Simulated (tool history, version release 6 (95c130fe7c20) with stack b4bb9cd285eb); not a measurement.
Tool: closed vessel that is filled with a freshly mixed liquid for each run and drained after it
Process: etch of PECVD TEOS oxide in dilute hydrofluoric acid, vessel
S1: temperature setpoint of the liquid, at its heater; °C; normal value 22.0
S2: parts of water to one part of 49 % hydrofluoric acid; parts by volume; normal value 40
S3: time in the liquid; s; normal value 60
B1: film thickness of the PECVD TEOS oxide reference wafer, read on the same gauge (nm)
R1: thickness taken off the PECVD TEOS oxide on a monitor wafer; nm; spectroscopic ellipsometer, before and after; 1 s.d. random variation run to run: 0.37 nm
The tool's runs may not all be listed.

run 1 hour=0.0 | S1=19.5 S2=40 S3=60 | B1=109.99 | R1=39.37
run 2 hour=105.2 | S1=22.0 S2=40 S3=60 | B1=110.01 | R1=45.52
run 3 hour=180.7 | S1=22.0 S2=40 S3=60 | B1=109.99 | R1=45.23
run 4 hour=261.5 | S1=22.0 S2=40 S3=60 | B1=110.01 | R1=46.27
-- hour=293.2 thermometer replaced
run 5 hour=307.3 | S1=22.0 S2=40 S3=60 | B1=110.00 | R1=40.88
run 6 hour=395.2 | S1=22.0 S2=50 S3=60 | B1=110.01 | R1=33.20
run 7 hour=505.3 | S1=23.5 S2=40 S3=60 | B1=110.01 | R1=45.09
run 8 hour=598.0 | S1=23.5 S2=40 S3=60 | B1=110.02 | R1=45.40
-- hour=697.2 gauge calibrated
run 9 hour=701.8 | S1=23.5 S2=40 S3=60 | B1=110.01 | R1=46.06
run 10 hour=778.1 | S1=26.0 S2=50 S3=85 | B1=110.00 | R1=58.76
run 11 hour=817.4 | S1=22.0 S2=40 S3=60 | B1=110.00 | R1=44.92
run 12 hour=876.6 | S1=26.5 S2=60 S3=60 | B1=109.99 | R1=34.88
-- hour=893.7 hydrofluoric acid flow meter replaced
-- hour=923.8 thermometer replaced
run 13 hour=983.2 | S1=19.5 S2=40 S3=45 | B1=109.99 | R1=28.17
run 14 hour=1027.6 | S1=22.0 S2=40 S3=80 | B1=110.01 | R1=55.20
run 15 hour=1082.6 | S1=22.0 S2=40 S3=90 | B1=109.99 | R1=63.66
run 16 hour=1129.2 | S1=22.0 S2=40 S3=40 | B1=110.00 | R1=28.74
run 17 hour=1225.3 | S1=22.0 S2=40 S3=90 | B1=110.01 | R1=63.60
run 18 hour=1279.8 | S1=24.0 S2=30 S3=45 | B1=110.00 | R1=48.51

The logged runs with the hidden state left out (each run's random variation unchanged):
The hidden state here: liquid hotter than its thermometer reads (K); hydrofluoric acid flow below the setpoint (%); gauge reads high (%).
run=1 R1=36.29
run=2 R1=41.33
run=3 R1=40.58
run=4 R1=40.99
run=5 R1=40.78
run=6 R1=32.66
run=7 R1=43.60
run=8 R1=43.25
run=9 R1=43.18
run=10 R1=54.55
run=11 R1=41.32
run=12 R1=31.93
run=13 R1=27.58
run=14 R1=53.67
run=15 R1=61.35
run=16 R1=27.49
run=17 R1=59.90
run=18 R1=45.34
